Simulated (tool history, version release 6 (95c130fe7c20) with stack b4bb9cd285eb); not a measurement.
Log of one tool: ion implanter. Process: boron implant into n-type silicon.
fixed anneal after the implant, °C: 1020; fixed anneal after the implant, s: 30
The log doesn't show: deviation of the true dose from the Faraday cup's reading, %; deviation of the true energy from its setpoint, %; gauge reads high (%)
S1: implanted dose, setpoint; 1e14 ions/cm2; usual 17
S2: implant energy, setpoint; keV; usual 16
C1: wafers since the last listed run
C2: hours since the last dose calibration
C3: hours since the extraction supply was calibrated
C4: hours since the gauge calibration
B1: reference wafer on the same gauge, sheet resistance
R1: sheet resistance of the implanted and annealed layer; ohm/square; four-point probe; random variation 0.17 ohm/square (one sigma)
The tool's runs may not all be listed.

run    hour     S1    S2    C1      C2      C3      C4     B1     R1
  1       0     17    16     0   524.5  1208.8   277.2  78.71  76.79
  2    30.8     17    16   855   555.3  1239.6     308  78.69  76.73
  3    59.4     17    12   794   583.9  1268.2   336.6  78.69   83.6
  4    83.4     17    12   666   607.9  1292.2   360.6  78.71  83.38
  5   140.9     17    12  1596   665.4  1349.7   418.1  78.66  84.09
  6   199.3     17    16  1621   723.8  1408.1   476.5  78.67  76.24
  7   229.1     17    16   827   753.6  1437.9   506.3  78.72  76.98
  8   268.5  19.27    16  1094     793  1477.3   545.7  78.69   71.6
  9   297.3  19.27    16   799   821.8  1506.1   574.5  78.71  71.37
 10   335.2  20.38    16  1052   859.7    1544   612.4  78.66   69.8
 11   392.4  20.38    16  1588   916.9  1601.2   669.6  78.69  69.78
 12     424  20.38    16   877   948.5  1632.8   701.2  78.66  69.59
 13     483     17    16  1638  1007.5  1691.8   760.2  78.72   76.7
 14     543     17    16  1666  1067.5  1751.8   820.2  78.71   76.6
 15   589.1     17    16  1280  1113.6  1797.9   866.3  78.72  76.92
 16   624.9     17    16   994  1149.4  1833.7   902.1   78.7  77.16
 17   667.3     17    19  1177  1191.8  1876.1   944.5  78.68  73.55
 18   716.5     17    19  1366    1241  1925.3   993.7  78.68  73.88
 19   772.2  14.96    16  1546  1296.7    1981  1049.4  78.73  82.83
 20   823.9     17    16  1435  1348.4  2032.7  1101.1  78.72  77.06
 21     967     17  20.5  3974  1491.5  2175.8  1244.2  78.68  72.69
 22  1033.7     17    16  1852  1558.2  2242.5  1310.9  78.68  77.32
 23    1092  19.27    16  1619  1616.5  2300.8  1369.2  78.66     72
     1103.8  -- gauge calibrated
 24  1121.4  19.35  14.5   816  1645.9  2330.2    17.6  78.72  74.52
     1174.3  -- extraction supply calibrated
 25  1181.2     17    12  1438  1705.7     6.9    77.4  78.73  83.25
     1226.8  -- Faraday cup replaced and dose calibrated
 26  1229.8  21.72    16  1127       3    55.5     126  78.69  67.06
 27  1265.9     17    21  1002    39.1    91.6   162.1  78.74  71.97
 28  1327.4  19.45  10.5  1707   100.6   153.1   223.6  78.72  82.95
 29    1399     17    16  1988   172.2   224.7   295.2   78.7  76.11
 30  1445.3  13.91    16  1285   218.5     271   341.5   78.7  86.52
 31  1501.9     17    16  1571   275.1   327.6   398.1  78.68  76.12
 32    1530  19.39    20   780   303.2   355.7   426.2  78.68  66.56
 33  1557.6     17    16   766   330.8   383.3   453.8  78.65  76.39
 34  1676.8  18.84    16  3310     450   502.5     573  78.67  72.01
 35  1704.3  13.91    16   763   477.5     530   600.5  78.69  86.76
 36    1743     17    14  1074   516.2   568.7   639.2  78.68  78.84
 37  1813.6  14.85    18  1960   586.8   639.3   709.8  78.67  81.09

Forecast each of these 4 alternatives for the next run:
  A  1814     17    16  11  587.2  639.7  710.2   ?   ?
  B  1814  15.22  21.5  11  587.2  639.7  710.2   ?   ?
  C  1814   19.2    13  11  587.2  639.7  710.2   ?   ?
  D  1814  19.26    16  11  587.2  639.7  710.2   ?   ?

run     B1     R1
  A  78.75  76.19
  B  78.75  77.44
  C  78.75  76.48
  D  78.75  71.07
Without the tool's hidden state the same runs would have given:
run     R1
  A  76.24
  B  77.47
  C  76.56
  D  71.13
